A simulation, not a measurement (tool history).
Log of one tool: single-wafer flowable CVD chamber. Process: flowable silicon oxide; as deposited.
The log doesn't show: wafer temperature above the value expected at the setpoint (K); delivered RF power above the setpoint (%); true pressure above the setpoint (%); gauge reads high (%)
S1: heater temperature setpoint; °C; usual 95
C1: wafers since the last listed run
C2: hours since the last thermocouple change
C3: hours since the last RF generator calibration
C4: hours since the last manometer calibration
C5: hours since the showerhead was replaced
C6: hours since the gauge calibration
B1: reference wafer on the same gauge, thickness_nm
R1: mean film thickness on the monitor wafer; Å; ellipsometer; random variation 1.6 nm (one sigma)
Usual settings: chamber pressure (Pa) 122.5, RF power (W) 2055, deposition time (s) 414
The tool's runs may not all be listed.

Run 1, day 0: usual settings but RF power (W) 1800, deposition time (s) 381; C1 0; C2 2346.1; C3 715.1; C4 2605.5; C5 5496.6; C6 169; B1 264.019. Result: R1 3170.41 Å.
Run 2, day 0.683: usual settings but RF power (W) 1800, deposition time (s) 381; C1 103; C2 2362.5; C3 731.5; C4 2621.9; C5 5513; C6 185.4; B1 264.118. Result: R1 3196.91 Å.
Run 3, day 1.308: usual settings; C1 95; C2 2377.5; C3 746.5; C4 2636.9; C5 5528; C6 200.4; B1 264.108. Result: R1 3605.19 Å.
Run 4, day 2.142: usual settings; C1 126; C2 2397.5; C3 766.5; C4 2656.9; C5 5548; C6 220.4; B1 263.852. Result: R1 3663.74 Å.
Run 5, day 3.146: usual settings; C1 152; C2 2421.6; C3 790.6; C4 2681; C5 5572.1; C6 244.5; B1 264.382. Result: R1 3646.74 Å.
Run 6, day 4.35: usual settings but RF power (W) 1810; C1 183; C2 2450.5; C3 819.5; C4 2709.9; C5 5601; C6 273.4; B1 263.987. Result: R1 3489.94 Å.
At day 6.05: thermocouple changed; heater temperature recalibrated.
Run 7, day 6.071: usual settings; C1 211; C2 0.5; C3 860.8; C4 2751.2; C5 5642.3; C6 314.7; B1 263.78. Result: R1 3127.05 Å.
Run 8, day 6.746: usual settings; C1 102; C2 16.7; C3 877; C4 2767.4; C5 5658.5; C6 330.9; B1 263.298. Result: R1 3159.29 Å.
At day 7.892: capacitance manometer re-zeroed and calibrated.
Run 9, day 8.229: usual settings; C1 174; C2 52.3; C3 912.6; C4 8.1; C5 5694.1; C6 366.5; B1 264.035. Result: R1 3124.59 Å.
At day 8.617: showerhead replaced.
Run 10, day 9.029: usual settings but S1 104 °C, chamber pressure (Pa) 142.8, RF power (W) 2270; C1 70; C2 71.5; C3 931.8; C4 27.3; C5 9.9; C6 385.7; B1 264.129. Result: R1 2748.42 Å.
Run 11, day 10.3: usual settings but S1 86 °C, chamber pressure (Pa) 95.9, RF power (W) 1770, deposition time (s) 346; C1 193; C2 102; C3 962.3; C4 57.8; C5 40.4; C6 416.2; B1 264.207. Result: R1 2645.42 Å.
At day 11.079: RF generator calibrated.
At day 11.167: gauge calibrated.
Run 12, day 11.308: usual settings but S1 104 °C; C1 102; C2 126.2; C3 5.5; C4 82; C5 64.6; C6 3.4; B1 263.955. Result: R1 2368.49 Å.
Run 13, day 12.217: usual settings; C1 138; C2 148; C3 27.3; C4 103.8; C5 86.4; C6 25.2; B1 263.677. Result: R1 3173.85 Å.
Run 14, day 12.975: usual settings but deposition time (s) 383; C1 115; C2 166.2; C3 45.5; C4 122; C5 104.6; C6 43.4; B1 263.785. Result: R1 2948.95 Å.
Run 15, day 14.358: usual settings but S1 108 °C, RF power (W) 2360; C1 210; C2 199.4; C3 78.7; C4 155.2; C5 137.8; C6 76.6; B1 263.513. Result: R1 2133.86 Å.
Run 16, day 14.892: usual settings but S1 83 °C, chamber pressure (Pa) 93.1, RF power (W) 1875, deposition time (s) 377; C1 81; C2 212.2; C3 91.5; C4 168; C5 150.6; C6 89.4; B1 263.829. Result: R1 3229.47 Å.
Run 17, day 15.867: usual settings but S1 88 °C, chamber pressure (Pa) 108.9, RF power (W) 1740, deposition time (s) 339; C1 148; C2 235.6; C3 114.9; C4 191.4; C5 174; C6 112.8; B1 263.449. Result: R1 2779.02 Å.

How the hidden state differs across the entries between the runs, from the last listed run before each to the first after it:
Between runs 6 and 7: thermocouple changed; heater temperature recalibrated (day 6.05)
  wafer temperature above the value expected at the setpoint (K): -5.23 -> -0.616
  measured less the result without the state, R1: +549.78 -> +61.94 Å
Between runs 8 and 9: capacitance manometer re-zeroed and calibrated (day 7.892)
  wafer temperature above the value expected at the setpoint (K): -0.65 -> -0.724
  measured less the result without the state, R1: +65.97 -> +72.59 Å
Between runs 9 and 10: showerhead replaced (day 8.617)
  wafer temperature above the value expected at the setpoint (K): -0.724 -> -0.764
  measured less the result without the state, R1: +72.59 -> +68.08 Å
Between runs 11 and 12: RF generator calibrated (day 11.079); gauge calibrated (day 11.167)
  wafer temperature above the value expected at the setpoint (K): -0.827 -> -0.877
  measured less the result without the state, R1: +62.96 -> +67.29 Å

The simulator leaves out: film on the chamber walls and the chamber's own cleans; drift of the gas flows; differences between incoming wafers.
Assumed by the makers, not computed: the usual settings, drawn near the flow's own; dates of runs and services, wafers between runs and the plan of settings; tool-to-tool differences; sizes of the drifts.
